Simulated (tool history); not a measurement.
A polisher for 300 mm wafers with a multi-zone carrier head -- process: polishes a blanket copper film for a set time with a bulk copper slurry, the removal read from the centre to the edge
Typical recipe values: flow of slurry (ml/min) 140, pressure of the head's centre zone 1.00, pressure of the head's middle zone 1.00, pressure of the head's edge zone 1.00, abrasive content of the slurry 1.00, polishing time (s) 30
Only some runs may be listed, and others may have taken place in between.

run    hour  flow of slurry (ml/min)  pressure of the head's centre zone  pressure of the head's middle zone  pressure of the head's edge zone  abrasive content of the slurry  polishing time (s)  wafers since the last listed run  wafers polished on this pad  hours since the slurry nozzle was cleaned  hours since the centre zone pressure was calibrated  hours since the edge zone pressure was calibrated  hours since the carrier head's membrane was replaced  incoming thickness of the incoming film, nm  film removed at the wafer's centre (Å)  film removed at mid-radius (Å)  film removed at the wafer's edge (Å)
  1     0.0                      140                                1.00                                1.00                              1.00                            1.00                  30                                 0                          605                                      100.5                                                473.4                                               67.2                                                 383.4                                       1963.7                                    3762                            3754                                  3705
  2    58.6                      110                                1.00                                1.00                              1.00                            1.00                  30                               490                         1095                                      159.1                                                532.0                                              125.8                                                 442.0                                       1986.2                                    3565                            3529                                  3659
  3    87.2                      170                                1.00                                1.00                              1.00                            1.00                  30                               239                         1335                                      187.7                                                560.6                                              154.4                                                 470.6                                       2006.8                                    3874                            3714                                  3921
  4   136.6                      170                                1.00                                1.00                              1.00                            1.00                  30                               413                         1748                                      237.1                                                610.0                                              203.8                                                 520.0                                       2004.2                                    3820                            3818                                  3814
      163.7  -- worn pad replaced by a new one
  5   191.8                      140                                1.02                                1.00                              0.93                            1.00                  30                               428                          235                                      292.3                                                665.2                                              259.0                                                 575.2                                       1983.7                                    3711                            3559                                  3587
  6   231.3                      140                                1.00                                0.91                              1.00                            1.00                  30                               330                          566                                      331.8                                                704.7                                              298.5                                                 614.7                                       2024.2                                    3645                            3436                                  3707
      291.8  -- carrier head's membrane replaced by a new one, of another model than before
  7   292.3                      140                                1.00                                0.91                              1.00                            1.00                  30                               468                         1034                                      392.8                                                765.7                                              359.5                                                   0.5                                       2000.8                                    3585                            3332                                  3660
  8   325.0                      140                                1.00                                1.00                              1.00                            1.00                  30                               273                         1308                                      425.5                                                798.4                                              392.2                                                  33.2                                       2041.0                                    3486                            3562                                  3490
      332.5  -- slurry nozzle cleaned
  9   363.9                      140                                1.00                                1.00                              1.00                            1.00                  30                               317                         1625                                       31.4                                                837.3                                              431.1                                                  72.1                                       1959.7                                    3741                            3693                                  3720
      393.7  -- edge zone pressure recalibrated
      407.6  -- worn pad replaced by a new one
 10   430.3                      140                                1.00                                1.00                              1.03                            1.00                  26                               505                          190                                       97.8                                                903.7                                               36.6                                                 138.5                                       1990.5                                    3285                            3196                                  3315
 11   495.1                      140                                0.95                                1.00                              1.00                            1.25                  30                               542                          732                                      162.6                                                968.5                                              101.4                                                 203.3                                       1982.8                                    3917                            4034                                  4038
 12   558.6                      140                                1.00                                1.00                              1.00                            1.00                  30                               531                         1263                                      226.1                                               1032.0                                              164.9                                                 266.8                                       1993.5                                    3761                            3648                                  3733
      585.6  -- centre zone pressure recalibrated
 13   586.1                      140                                1.11                                1.00                              0.90                            1.00                  40                               213                         1477                                      253.6                                                  0.5                                              192.4                                                 294.3                                       2010.0                                    5091                            4818                                  4793
 14   619.3                      140                                0.88                                1.00                              1.00                            1.00                  30                               277                         1755                                      286.8                                                 33.7                                              225.6                                                 327.5                                       2042.1                                    3499                            3618                                  3706
      630.4  -- worn pad replaced by a new one
 15   724.6                      140                                1.00                                1.00                              1.00                            1.00                  30                               847                          788                                      392.1                                                139.0                                              330.9                                                 432.8                                       1967.4                                    3564                            3559                                  3557
 16   785.8                      140                                1.05                                0.95                              1.00                            1.30                  30                               512                         1300                                      453.3                                                200.2                                              392.1                                                 494.0                                       1982.8                                    3853                            3635                                  3855
      798.8  -- slurry nozzle cleaned
      817.4  -- edge zone pressure recalibrated
 17   841.0                      140                                0.89                                1.00                              1.00                            1.25                  30                               436                         1737                                       42.2                                                255.4                                               23.6                                                 549.2                                       2018.3                                    3807                            3893                                  4107
      876.6  -- worn pad replaced by a new one
 18   909.8                      140                                1.00                                1.00                              1.11                            1.00                  30                               542                          278                                      111.0                                                324.2                                               92.4                                                 618.0                                       1990.9                                    3733                            3706                                  3855
      919.2  -- carrier head's membrane replaced by a new one
 19   937.9                      120                                1.00                                1.00                              1.00                            1.00                  30                               193                          471                                      139.1                                                352.3                                              120.5                                                  18.7                                       2024.2                                    3621                            3537                                  3635
     1075.4  -- worn pad replaced by a new one
 20  1150.8                      140                                1.00                                1.00                              1.00                            1.00                  30                              1748                          631                                      352.0                                                565.2                                              333.4                                                 231.6                                       2031.9                                    3620                            3532                                  3689

4 ways to go on from here, each from the tool as it stands after run 20. What would each give?
  A  1151.2                      140                                1.00                                1.00                              1.00                            1.00                  30                                 3                          634                                      352.4                                                565.6                                              333.8                                                 232.0                                       1974.8                                       ?                               ?                                     ?
  B  1151.2                      155                                1.00                                1.00                              1.04                            1.00                  30                                 3                          634                                      352.4                                                565.6                                              333.8                                                 232.0                                       1974.8                                       ?                               ?                                     ?
  C  1151.2                      125                                0.92                                1.00                              1.00                            1.00                  30                                 3                          634                                      352.4                                                565.6                                              333.8                                                 232.0                                       1974.8                                       ?                               ?                                     ?
  D  1151.2                      140                                1.00                                1.00                              1.03                            1.25                  30                                 3                          634                                      352.4                                                565.6                                              333.8                                                 232.0                                       1974.8                                       ?                               ?                                     ?

run  film removed at the wafer's centre (Å)  film removed at mid-radius (Å)  film removed at the wafer's edge (Å)
  A                                    3535                            3678                                  3621
  B                                    3614                            3751                                  3718
  C                                    3324                            3595                                  3563
  D                                    3788                            3941                                  3918
With no hidden state in the tool, these same runs would have given:
run  film removed at the wafer's centre (Å)  film removed at mid-radius (Å)  film removed at the wafer's edge (Å)
  A                                    3692                            3822                                  3720
  B                                    3761                            3885                                  3813
  C                                    3485                            3748                                  3668
  D                                    3956                            4095                                  4025
